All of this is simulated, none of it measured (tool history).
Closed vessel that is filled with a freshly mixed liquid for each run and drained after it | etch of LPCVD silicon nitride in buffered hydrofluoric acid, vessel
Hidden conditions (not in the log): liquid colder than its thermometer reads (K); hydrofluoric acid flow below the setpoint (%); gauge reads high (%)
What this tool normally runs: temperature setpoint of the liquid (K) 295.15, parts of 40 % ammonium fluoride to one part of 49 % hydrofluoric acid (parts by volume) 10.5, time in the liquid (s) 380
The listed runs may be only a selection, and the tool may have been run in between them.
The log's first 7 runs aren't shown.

run	day	temperature setpoint of the liquid (K)	parts of 40 % ammonium fluoride to one part of 49 % hydrofluoric acid (parts by volume)	time in the liquid (s)	wafers since the last listed run	hours since the thermometer was replaced	hours since the hydrofluoric acid flow meter was replaced	hours since the gauge calibration	read-back film thickness of the LPCVD silicon nitride reference wafer, read on the same gauge (nm)	thickness taken off the LPCVD silicon nitride on a monitor wafer (nm)
8	21.600	295.15	10.5	380	5659	1553.2	1207.6	1849.8	122.851	4.024
9	27.662	295.15	10.5	380	11696	1698.7	1353.1	1995.3	122.667	4.128
10	33.788	295.15	10.5	380	11816	1845.7	1500.1	2142.3	122.487	4.065
11	37.788	295.15	10.5	380	7717	1941.7	1596.1	2238.3	122.411	4.064
12	40.817	295.15	10.5	380	5844	2014.4	1668.8	2311.0	122.359	4.035
13	44.125	295.15	10.5	380	6382	2093.8	1748.2	2390.4	122.215	4.050
14	46.008	295.15	10.5	380	3633	2139.0	1793.4	2435.6	122.179	4.047
15	49.375	295.15	10.5	380	6495	2219.8	1874.2	2516.4	122.130	4.093
# day 54.046: hydrofluoric acid flow meter replaced
16	56.950	295.15	10.5	380	14533	2401.6	69.7	2698.2	122.008	4.074
# day 59.150: gauge calibrated
17	60.342	295.15	10.5	380	6543	2483.0	151.1	28.6	129.137	4.290
18	62.462	295.15	10.5	380	4091	2533.9	202.0	79.5	128.745	4.317
19	65.112	295.15	10.5	440	5112	2597.5	265.6	143.1	128.185	4.923
# day 67.050: thermometer replaced
20	67.562	290.65	9.5	440	4646	12.3	324.4	201.9	127.724	4.128
21	69.421	297.15	10.5	220	3585	56.9	369.0	246.5	127.458	2.765
22	72.504	293.65	14.0	475	5948	130.9	443.0	320.5	126.962	3.664

Run 23 comes next. What will it give?
23	76.454	298.65	9.0	380	7620	225.7	537.8	415.3	?	?

{"run 23": {"read-back film thickness of the LPCVD silicon nitride reference wafer, read on the same gauge (nm)": 126.309, "thickness taken off the LPCVD silicon nitride on a monitor wafer (nm)": 5.731}}
The same run, on a tool lacking any hidden state, would have yielded thickness taken off the LPCVD silicon nitride on a monitor wafer (nm) 5.896.

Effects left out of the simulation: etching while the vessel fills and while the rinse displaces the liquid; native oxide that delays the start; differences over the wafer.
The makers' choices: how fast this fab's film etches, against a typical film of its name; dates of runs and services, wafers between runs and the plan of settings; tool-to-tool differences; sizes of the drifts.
